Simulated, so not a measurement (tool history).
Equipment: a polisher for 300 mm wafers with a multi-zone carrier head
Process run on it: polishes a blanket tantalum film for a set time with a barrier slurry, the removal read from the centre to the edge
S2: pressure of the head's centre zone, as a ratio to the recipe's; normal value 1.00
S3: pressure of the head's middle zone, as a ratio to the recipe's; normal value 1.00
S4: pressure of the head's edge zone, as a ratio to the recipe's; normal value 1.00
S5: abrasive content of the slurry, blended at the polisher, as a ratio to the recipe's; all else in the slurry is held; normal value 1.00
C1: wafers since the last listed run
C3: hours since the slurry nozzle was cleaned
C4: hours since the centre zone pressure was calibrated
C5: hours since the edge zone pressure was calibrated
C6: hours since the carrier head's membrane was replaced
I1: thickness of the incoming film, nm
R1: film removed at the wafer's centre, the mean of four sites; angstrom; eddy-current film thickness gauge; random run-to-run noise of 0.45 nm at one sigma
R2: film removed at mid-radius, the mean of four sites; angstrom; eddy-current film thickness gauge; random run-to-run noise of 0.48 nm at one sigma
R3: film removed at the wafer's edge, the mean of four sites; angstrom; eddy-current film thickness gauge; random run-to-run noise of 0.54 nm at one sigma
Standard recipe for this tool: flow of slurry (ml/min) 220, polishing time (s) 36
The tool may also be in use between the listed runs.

{"run": 1, "day": 0.0, "flow of slurry (ml/min)": 220, "S2": 1.0, "S3": 1.0, "S4": 1.0, "S5": 1.0, "polishing time (s)": 45, "C1": 0, "wafers polished on this pad": 1064, "C3": 200.0, "C4": 1147.9, "C5": 1094.8, "C6": 233.9, "I1": 268.0, "R1": 482, "R2": 494, "R3": 500}
{"run": 2, "day": 1.396, "flow of slurry (ml/min)": 220, "S2": 1.0, "S3": 1.0, "S4": 1.0, "S5": 1.0, "polishing time (s)": 36, "C1": 250, "wafers polished on this pad": 1315, "C3": 233.5, "C4": 1181.4, "C5": 1128.3, "C6": 267.4, "I1": 273.0, "R1": 382, "R2": 392, "R3": 396}
{"run": 3, "day": 2.392, "flow of slurry (ml/min)": 190, "S2": 1.07, "S3": 1.0, "S4": 1.09, "S5": 1.0, "polishing time (s)": 36, "C1": 178, "wafers polished on this pad": 1493, "C3": 257.4, "C4": 1205.3, "C5": 1152.2, "C6": 291.3, "I1": 271.6, "R1": 388, "R2": 387, "R3": 411}
{"day": 2.675, "done": "worn pad replaced by a new one"}
{"day": 2.946, "done": "centre zone pressure recalibrated"}
{"run": 4, "day": 3.458, "flow of slurry (ml/min)": 220, "S2": 1.12, "S3": 1.08, "S4": 1.0, "S5": 1.0, "polishing time (s)": 36, "C1": 146, "wafers polished on this pad": 125, "C3": 283.0, "C4": 12.3, "C5": 1177.8, "C6": 316.9, "I1": 268.5, "R1": 426, "R2": 415, "R3": 393}
{"run": 5, "day": 4.475, "flow of slurry (ml/min)": 165, "S2": 1.11, "S3": 1.11, "S4": 1.04, "S5": 1.0, "polishing time (s)": 36, "C1": 182, "wafers polished on this pad": 308, "C3": 307.4, "C4": 36.7, "C5": 1202.2, "C6": 341.3, "I1": 276.2, "R1": 406, "R2": 413, "R3": 395}
{"run": 6, "day": 5.717, "flow of slurry (ml/min)": 285, "S2": 1.0, "S3": 1.0, "S4": 1.0, "S5": 1.0, "polishing time (s)": 36, "C1": 222, "wafers polished on this pad": 531, "C3": 337.2, "C4": 66.5, "C5": 1232.0, "C6": 371.1, "I1": 270.6, "R1": 396, "R2": 399, "R3": 409}
{"day": 5.862, "done": "edge zone pressure recalibrated"}
{"run": 7, "day": 6.221, "flow of slurry (ml/min)": 290, "S2": 1.0, "S3": 1.05, "S4": 1.0, "S5": 0.7, "polishing time (s)": 31, "C1": 75, "wafers polished on this pad": 606, "C3": 349.3, "C4": 78.6, "C5": 8.6, "C6": 383.2, "I1": 268.9, "R1": 272, "R2": 291, "R3": 282}
{"run": 8, "day": 6.858, "flow of slurry (ml/min)": 285, "S2": 1.0, "S3": 1.0, "S4": 1.0, "S5": 1.15, "polishing time (s)": 36, "C1": 114, "wafers polished on this pad": 720, "C3": 364.6, "C4": 93.9, "C5": 23.9, "C6": 398.5, "I1": 271.4, "R1": 417, "R2": 432, "R3": 424}
{"run": 9, "day": 8.733, "flow of slurry (ml/min)": 155, "S2": 1.11, "S3": 1.0, "S4": 1.0, "S5": 1.1, "polishing time (s)": 36, "C1": 336, "wafers polished on this pad": 1057, "C3": 409.6, "C4": 138.9, "C5": 68.9, "C6": 443.5, "I1": 269.3, "R1": 410, "R2": 390, "R3": 405}
{"day": 11.542, "done": "worn pad replaced by a new one"}
{"run": 10, "day": 11.988, "flow of slurry (ml/min)": 220, "S2": 1.0, "S3": 1.06, "S4": 1.0, "S5": 1.15, "polishing time (s)": 31, "C1": 553, "wafers polished on this pad": 80, "C3": 487.7, "C4": 217.0, "C5": 147.0, "C6": 521.6, "I1": 267.0, "R1": 346, "R2": 366, "R3": 359}
{"run": 11, "day": 12.721, "flow of slurry (ml/min)": 220, "S2": 1.0, "S3": 1.0, "S4": 1.0, "S5": 1.0, "polishing time (s)": 36, "C1": 131, "wafers polished on this pad": 211, "C3": 505.3, "C4": 234.6, "C5": 164.6, "C6": 539.2, "I1": 271.2, "R1": 373, "R2": 394, "R3": 404}
{"run": 12, "day": 13.725, "flow of slurry (ml/min)": 255, "S2": 1.0, "S3": 1.0, "S4": 1.08, "S5": 1.0, "polishing time (s)": 47, "C1": 180, "wafers polished on this pad": 391, "C3": 529.4, "C4": 258.7, "C5": 188.7, "C6": 563.3, "I1": 268.1, "R1": 507, "R2": 534, "R3": 555}
{"run": 13, "day": 14.346, "flow of slurry (ml/min)": 285, "S2": 0.97, "S3": 0.95, "S4": 1.0, "S5": 1.0, "polishing time (s)": 36, "C1": 111, "wafers polished on this pad": 503, "C3": 544.3, "C4": 273.6, "C5": 203.6, "C6": 578.2, "I1": 273.0, "R1": 386, "R2": 384, "R3": 405}
{"run": 14, "day": 15.208, "flow of slurry (ml/min)": 220, "S2": 1.0, "S3": 1.11, "S4": 1.07, "S5": 1.15, "polishing time (s)": 36, "C1": 154, "wafers polished on this pad": 657, "C3": 565.0, "C4": 294.3, "C5": 224.3, "C6": 598.9, "I1": 274.8, "R1": 408, "R2": 455, "R3": 432}
{"run": 15, "day": 15.804, "flow of slurry (ml/min)": 250, "S2": 1.0, "S3": 1.0, "S4": 1.0, "S5": 1.0, "polishing time (s)": 36, "C1": 106, "wafers polished on this pad": 764, "C3": 579.3, "C4": 308.6, "C5": 238.6, "C6": 613.2, "I1": 270.0, "R1": 385, "R2": 404, "R3": 397}
{"run": 16, "day": 17.071, "flow of slurry (ml/min)": 220, "S2": 1.0, "S3": 1.0, "S4": 1.0, "S5": 1.0, "polishing time (s)": 36, "C1": 227, "wafers polished on this pad": 992, "C3": 609.7, "C4": 339.0, "C5": 269.0, "C6": 643.6, "I1": 268.4, "R1": 380, "R2": 396, "R3": 397}
{"run": 17, "day": 18.367, "flow of slurry (ml/min)": 220, "S2": 1.0, "S3": 1.0, "S4": 1.0, "S5": 1.0, "polishing time (s)": 36, "C1": 232, "wafers polished on this pad": 1224, "C3": 640.8, "C4": 370.1, "C5": 300.1, "C6": 674.7, "I1": 268.4, "R1": 378, "R2": 398, "R3": 400}
{"run": 18, "day": 18.958, "flow of slurry (ml/min)": 220, "S2": 1.0, "S3": 1.0, "S4": 1.0, "S5": 1.0, "polishing time (s)": 36, "C1": 106, "wafers polished on this pad": 1330, "C3": 655.0, "C4": 384.3, "C5": 314.3, "C6": 688.9, "I1": 270.6, "R1": 383, "R2": 397, "R3": 399}
{"day": 19.504, "done": "slurry nozzle cleaned"}
{"run": 19, "day": 20.075, "flow of slurry (ml/min)": 250, "S2": 1.0, "S3": 1.07, "S4": 1.0, "S5": 1.0, "polishing time (s)": 46, "C1": 192, "wafers polished on this pad": 1523, "C3": 13.7, "C4": 411.1, "C5": 341.1, "C6": 715.7, "I1": 272.5, "R1": 497, "R2": 526, "R3": 516}
{"day": 20.679, "done": "worn pad replaced by a new one"}
{"run": 20, "day": 21.233, "flow of slurry (ml/min)": 265, "S2": 1.0, "S3": 1.0, "S4": 1.0, "S5": 1.0, "polishing time (s)": 36, "C1": 177, "wafers polished on this pad": 99, "C3": 41.5, "C4": 438.9, "C5": 368.9, "C6": 743.5, "I1": 273.2, "R1": 396, "R2": 401, "R3": 403}
{"run": 21, "day": 22.433, "flow of slurry (ml/min)": 220, "S2": 1.0, "S3": 1.0, "S4": 1.0, "S5": 1.0, "polishing time (s)": 42, "C1": 215, "wafers polished on this pad": 314, "C3": 70.3, "C4": 467.7, "C5": 397.7, "C6": 772.3, "I1": 271.7, "R1": 449, "R2": 463, "R3": 457}
{"run": 22, "day": 23.288, "flow of slurry (ml/min)": 220, "S2": 0.88, "S3": 1.07, "S4": 1.0, "S5": 1.0, "polishing time (s)": 36, "C1": 153, "wafers polished on this pad": 467, "C3": 90.8, "C4": 488.2, "C5": 418.2, "C6": 792.8, "I1": 271.2, "R1": 348, "R2": 417, "R3": 398}

For each entry between runs, how does the tool's hidden state at the last listed run before it compare with that at the first listed run after it?
Logged between run 3 and run 4: worn pad replaced by a new one (day 2.675); centre zone pressure recalibrated (day 2.946)
  no hidden state differs between the two runs
Logged between run 6 and run 7: edge zone pressure recalibrated (day 5.862)
  no hidden state differs between the two runs
Logged between run 9 and run 10: worn pad replaced by a new one (day 11.542)
  no hidden state differs between the two runs
Logged between run 18 and run 19: slurry nozzle cleaned (day 19.504)
  no hidden state differs between the two runs
Logged between run 19 and run 20: worn pad replaced by a new one (day 20.679)
  no hidden state differs between the two runs
